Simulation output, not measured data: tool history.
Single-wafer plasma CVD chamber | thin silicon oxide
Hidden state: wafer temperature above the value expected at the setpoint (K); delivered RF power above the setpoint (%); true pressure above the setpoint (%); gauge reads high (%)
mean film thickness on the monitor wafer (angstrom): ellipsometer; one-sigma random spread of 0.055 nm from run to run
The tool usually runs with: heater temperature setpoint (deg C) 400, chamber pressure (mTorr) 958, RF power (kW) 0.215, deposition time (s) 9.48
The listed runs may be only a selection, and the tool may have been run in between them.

run,hour,heater temperature setpoint (deg C),chamber pressure (mTorr),RF power (kW),deposition time (s),wafers since the last listed run,hours since the last thermocouple change,hours since the last RF generator calibration,hours since the last manometer calibration,hours since the showerhead was replaced,hours since the gauge calibration,"read-back reference wafer on the same gauge, thickness_nm",mean film thickness on the monitor wafer (angstrom)
1,0,400,958,0.215,9.48,0,2152.1,1486.3,1730.6,4115.7,309.3,18.108,152.04
2,13.5,400,958,0.215,9.48,459,2165.6,1499.8,1744.1,4129.2,322.8,18.093,151.57
3,20.3,400,958,0.215,9.48,231,2172.4,1506.6,1750.9,4136,329.6,18.104,151.18
4,31.5,400,958,0.215,9.48,381,2183.6,1517.8,1762.1,4147.2,340.8,18.104,150.75
5,39.7,400,958,0.215,10.25,278,2191.8,1526,1770.3,4155.4,349,18.088,163.71
6,53,400,1081,0.23,9.48,452,2205.1,1539.3,1783.6,4168.7,362.3,18.12,177.92
7,67.4,400,1081,0.23,9.48,489,2219.5,1553.7,1798,4183.1,376.7,18.116,178.51
8,75.8,400,958,0.215,9.48,285,2227.9,1562.1,1806.4,4191.5,385.1,18.101,150.2
9,93.3,400,958,0.215,9.48,595,2245.4,1579.6,1823.9,4209,402.6,18.087,149.51
# hour 103.1: RF generator calibrated
10,107.9,400,958,0.215,9.48,224,2260,4.8,1838.5,4223.6,417.2,18.101,159.99
11,126.1,400,958,0.215,9.48,619,2278.2,23,1856.7,4241.8,435.4,18.094,159.1
12,136.2,400,958,0.215,11.15,343,2288.3,33.1,1866.8,4251.9,445.5,18.091,186.89
13,151.4,385,1059,0.245,11.23,517,2303.5,48.3,1882,4267.1,460.7,18.109,228.73
# hour 155.4: gauge calibrated
14,165.1,400,958,0.215,10.09,466,2317.2,62,1895.7,4280.8,9.7,18.088,169.09
15,175.7,400,958,0.215,9.48,360,2327.8,72.6,1906.3,4291.4,20.3,18.089,157.94
16,183.2,400,839,0.215,8.58,255,2335.3,80.1,1913.8,4298.9,27.8,18.095,123.66
# hour 191.3: thermocouple changed; heater temperature recalibrated
17,197.8,388,958,0.245,9.48,224,6.5,94.7,1928.4,4313.5,42.4,18.098,176.09
# hour 208.4: capacitance manometer re-zeroed and calibrated
# hour 210.8: showerhead replaced
18,211.3,400,898,0.185,8.97,105,20,108.2,2.9,0.5,55.9,18.104,134.89
19,226.3,400,958,0.18,11.3,510,35,123.2,17.9,15.5,70.9,18.112,175.91
20,239.1,400,958,0.215,9.48,435,47.8,136,30.7,28.3,83.7,18.107,172.75
21,248.7,400,958,0.175,9.48,326,57.4,145.6,40.3,37.9,93.3,18.09,144.57
22,265.6,400,958,0.215,9.48,574,74.3,162.5,57.2,54.8,110.2,18.103,172.75
23,273.6,400,958,0.215,9.48,272,82.3,170.5,65.2,62.8,118.2,18.086,172.07
24,290.8,400,958,0.215,9.48,585,99.5,187.7,82.4,80,135.4,18.104,172.33
25,301.4,400,958,0.215,9.48,360,110.1,198.3,93,90.6,146,18.111,172.52
26,307.7,407,1145,0.255,10.6,214,116.4,204.6,99.3,96.9,152.3,18.114,249.82
27,317,408,752,0.18,10.85,316,125.7,213.9,108.6,106.2,161.6,18.096,127.53
28,325.1,400,858,0.215,9.48,275,133.8,222,116.7,114.3,169.7,18.082,153.27

Each row is a separate what-if for the run after 28, all from the same tool condition, not one after another. Results?
A,325.5,400,958,0.215,10.12,13,134.2,222.4,117.1,114.7,170.1,?,?
B,325.5,411,958,0.215,9.48,13,134.2,222.4,117.1,114.7,170.1,?,?
C,325.5,391,1071,0.245,9.48,13,134.2,222.4,117.1,114.7,170.1,?,?
D,325.5,409,773,0.215,9.48,13,134.2,222.4,117.1,114.7,170.1,?,?

run,"read-back reference wafer on the same gauge, thickness_nm",mean film thickness on the monitor wafer (angstrom)
A,18.09,183.87
B,18.09,171.16
C,18.09,208.12
D,18.09,135.31
The same runs, with their run-to-run variation unchanged, on a tool lacking any hidden condition would have given:
run,mean film thickness on the monitor wafer (angstrom)
A,185
B,172.21
C,209.28
D,136.18
